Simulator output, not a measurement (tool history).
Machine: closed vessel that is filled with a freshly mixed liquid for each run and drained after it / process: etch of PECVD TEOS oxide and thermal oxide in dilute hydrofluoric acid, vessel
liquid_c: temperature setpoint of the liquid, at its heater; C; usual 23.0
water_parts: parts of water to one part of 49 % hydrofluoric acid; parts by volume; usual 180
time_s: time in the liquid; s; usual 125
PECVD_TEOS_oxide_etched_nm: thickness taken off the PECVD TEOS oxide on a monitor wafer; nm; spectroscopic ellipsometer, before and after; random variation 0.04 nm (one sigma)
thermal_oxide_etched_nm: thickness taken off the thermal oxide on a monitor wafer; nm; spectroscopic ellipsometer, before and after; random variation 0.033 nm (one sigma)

run	day	liquid_c	water_parts	time_s	read-back film thickness of the PECVD TEOS oxide reference wafer, read on the same gauge (nm)	read-back film thickness of the thermal oxide reference wafer, read on the same gauge (nm)	PECVD_TEOS_oxide_etched_nm	thermal_oxide_etched_nm
1	0.000	26.0	180	125	150.02	79.967	11.64	3.079
2	0.750	23.0	230	125	149.99	79.951	7.72	1.987
3	2.133	23.0	230	125	150.02	79.991	7.71	2.031
4	2.671	20.0	250	180	150.01	80.009	8.98	2.324
# day 3.121: gauge calibrated
5	3.404	18.0	180	105	150.00	80.018	7.09	1.848
6	3.892	23.0	245	150	150.02	79.953	8.52	2.245
# day 4.254: hydrofluoric acid flow meter replaced
7	4.475	21.0	180	125	150.00	79.982	9.58	2.492
8	4.912	23.0	180	125	149.99	80.018	10.38	2.688
9	5.521	23.0	105	100	149.99	80.040	15.40	3.980
10	5.950	19.5	155	175	150.01	80.020	15.05	3.884
11	7.275	23.0	105	150	150.00	79.988	22.80	5.877
12	7.900	18.0	150	100	150.02	79.957	8.32	2.149
13	8.258	19.5	255	155	150.01	79.990	7.35	1.899
14	8.542	25.5	90	190	150.02	79.996	38.05	10.018
# day 8.600: thermometer replaced
15	8.912	23.0	180	95	150.03	79.965	8.50	2.191
16	9.425	23.0	180	125	149.97	80.002	11.10	2.882
17	9.754	27.0	90	175	149.99	80.027	40.42	10.539
18	10.412	18.5	140	90	150.02	79.984	9.02	2.358
19	11.150	23.0	210	125	150.00	80.048	9.20	2.432
20	11.408	26.5	250	125	150.03	79.984	8.42	2.167
21	11.958	23.0	180	155	149.97	80.003	13.70	3.616
22	12.492	20.5	140	190	150.00	80.010	20.59	5.389
23	12.775	19.0	255	150	150.01	79.988	7.46	1.946
24	13.329	23.0	180	125	150.00	80.000	11.07	2.864
25	13.854	23.0	155	125	150.01	79.974	13.21	3.439
26	14.250	23.0	180	125	150.02	80.016	11.05	2.844

Forecast each of these 4 alternatives for the next run:
A	14.279	23.0	180	125	?	?	?	?
B	14.279	18.0	225	145	?	?	?	?
C	14.279	18.5	225	125	?	?	?	?
D	14.279	23.0	205	125	?	?	?	?

run	read-back film thickness of the PECVD TEOS oxide reference wafer, read on the same gauge (nm)	read-back film thickness of the thermal oxide reference wafer, read on the same gauge (nm)	PECVD_TEOS_oxide_etched_nm	thermal_oxide_etched_nm
A	149.99	79.981	11.08	2.919
B	149.99	79.981	8.11	2.137
C	149.99	79.981	7.13	1.879
D	149.99	79.981	9.48	2.497
Had the tool no hidden state, the same runs would have come out as:
run	PECVD_TEOS_oxide_etched_nm	thermal_oxide_etched_nm
A	11.35	2.989
B	8.31	2.190
C	7.31	1.925
D	9.70	2.556

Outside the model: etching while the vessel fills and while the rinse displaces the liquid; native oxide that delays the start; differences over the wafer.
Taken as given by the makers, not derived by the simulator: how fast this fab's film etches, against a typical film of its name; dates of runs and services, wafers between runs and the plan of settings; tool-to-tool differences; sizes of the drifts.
